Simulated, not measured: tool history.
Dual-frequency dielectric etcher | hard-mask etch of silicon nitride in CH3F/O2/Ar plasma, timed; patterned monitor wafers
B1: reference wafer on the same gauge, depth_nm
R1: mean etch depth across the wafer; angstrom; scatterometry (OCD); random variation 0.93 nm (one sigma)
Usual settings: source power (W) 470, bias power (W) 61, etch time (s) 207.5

run 1 hour=0 | source_power_(W)=470 bias_power_(W)=61 etch_time_(s)=207.5 | B1=183.2 | R1=1640
-- hour=23.5 wet clean of the chamber
run 2 hour=55.1 | source_power_(W)=470 bias_power_(W)=61 etch_time_(s)=207.5 | B1=183.1 | R1=1572
run 3 hour=117.9 | source_power_(W)=470 bias_power_(W)=61 etch_time_(s)=207.5 | B1=183 | R1=1583
run 4 hour=152.1 | source_power_(W)=470 bias_power_(W)=53 etch_time_(s)=186 | B1=183 | R1=1379
run 5 hour=177 | source_power_(W)=470 bias_power_(W)=72 etch_time_(s)=207.5 | B1=182.8 | R1=1653
run 6 hour=225.7 | source_power_(W)=470 bias_power_(W)=72 etch_time_(s)=207.5 | B1=183.1 | R1=1663
run 7 hour=273.4 | source_power_(W)=400 bias_power_(W)=61 etch_time_(s)=207.5 | B1=183.1 | R1=1543
run 8 hour=335.6 | source_power_(W)=400 bias_power_(W)=61 etch_time_(s)=207.5 | B1=183 | R1=1546
run 9 hour=366.8 | source_power_(W)=470 bias_power_(W)=61 etch_time_(s)=207.5 | B1=183.1 | R1=1633
-- hour=391.8 wet clean of the chamber
run 10 hour=432.6 | source_power_(W)=470 bias_power_(W)=61 etch_time_(s)=207.5 | B1=183.1 | R1=1588
-- hour=450.6 bias power generator calibrated
run 11 hour=522.7 | source_power_(W)=470 bias_power_(W)=61 etch_time_(s)=207.5 | B1=183.1 | R1=1589
run 12 hour=582.8 | source_power_(W)=510 bias_power_(W)=61 etch_time_(s)=207.5 | B1=183 | R1=1641
run 13 hour=613 | source_power_(W)=510 bias_power_(W)=61 etch_time_(s)=207.5 | B1=183 | R1=1645
run 14 hour=653.3 | source_power_(W)=510 bias_power_(W)=61 etch_time_(s)=207.5 | B1=182.9 | R1=1644
-- hour=670.8 gauge calibrated
run 15 hour=702.7 | source_power_(W)=570 bias_power_(W)=65 etch_time_(s)=170.5 | B1=182.9 | R1=1438
run 16 hour=730.5 | source_power_(W)=470 bias_power_(W)=61 etch_time_(s)=207.5 | B1=183.2 | R1=1644
-- hour=794.7 wet clean of the chamber
run 17 hour=795.2 | source_power_(W)=410 bias_power_(W)=49 etch_time_(s)=183 | B1=183.3 | R1=1255
run 18 hour=819.5 | source_power_(W)=570 bias_power_(W)=65 etch_time_(s)=170.5 | B1=183 | R1=1366
-- hour=825.3 source power generator calibrated
run 19 hour=845.5 | source_power_(W)=470 bias_power_(W)=61 etch_time_(s)=207.5 | B1=183.1 | R1=1544
run 20 hour=914.7 | source_power_(W)=580 bias_power_(W)=73 etch_time_(s)=225 | B1=183.1 | R1=1902
run 21 hour=976.7 | source_power_(W)=350 bias_power_(W)=61 etch_time_(s)=207.5 | B1=182.8 | R1=1467
run 22 hour=1020.7 | source_power_(W)=470 bias_power_(W)=68 etch_time_(s)=207.5 | B1=183.1 | R1=1636
-- hour=1073 upper electrode replaced
run 23 hour=1073.5 | source_power_(W)=580 bias_power_(W)=67 etch_time_(s)=155 | B1=183 | R1=1305
run 24 hour=1102.7 | source_power_(W)=470 bias_power_(W)=61 etch_time_(s)=152.5 | B1=183.1 | R1=1179
-- hour=1156.2 wet clean of the chamber
run 25 hour=1156.7 | source_power_(W)=520 bias_power_(W)=65 etch_time_(s)=261.5 | B1=183.3 | R1=2040
run 26 hour=1203.2 | source_power_(W)=400 bias_power_(W)=73 etch_time_(s)=175.5 | B1=183.1 | R1=1310
run 27 hour=1246.1 | source_power_(W)=470 bias_power_(W)=68 etch_time_(s)=157.5 | B1=183 | R1=1209
run 28 hour=1310.1 | source_power_(W)=470 bias_power_(W)=61 etch_time_(s)=149 | B1=183.4 | R1=1144
run 29 hour=1349 | source_power_(W)=510 bias_power_(W)=72 etch_time_(s)=250.5 | B1=183.2 | R1=2061

Forecast each of these 4 alternatives for the next run:
run A hour=1349.5 | source_power_(W)=470 bias_power_(W)=61 etch_time_(s)=265 | B1=? | R1=?
run B hour=1349.5 | source_power_(W)=440 bias_power_(W)=61 etch_time_(s)=207.5 | B1=? | R1=?
run C hour=1349.5 | source_power_(W)=470 bias_power_(W)=61 etch_time_(s)=158.5 | B1=? | R1=?
run D hour=1349.5 | source_power_(W)=470 bias_power_(W)=48 etch_time_(s)=159.5 | B1=? | R1=?

run=A B1=183 R1=2017
run=B B1=183 R1=1550
run=C B1=183 R1=1206
run=D B1=183 R1=1154
Without the tool's hidden state the same runs would have given:
run=A R1=1970
run=B R1=1514
run=C R1=1178
run=D R1=1127

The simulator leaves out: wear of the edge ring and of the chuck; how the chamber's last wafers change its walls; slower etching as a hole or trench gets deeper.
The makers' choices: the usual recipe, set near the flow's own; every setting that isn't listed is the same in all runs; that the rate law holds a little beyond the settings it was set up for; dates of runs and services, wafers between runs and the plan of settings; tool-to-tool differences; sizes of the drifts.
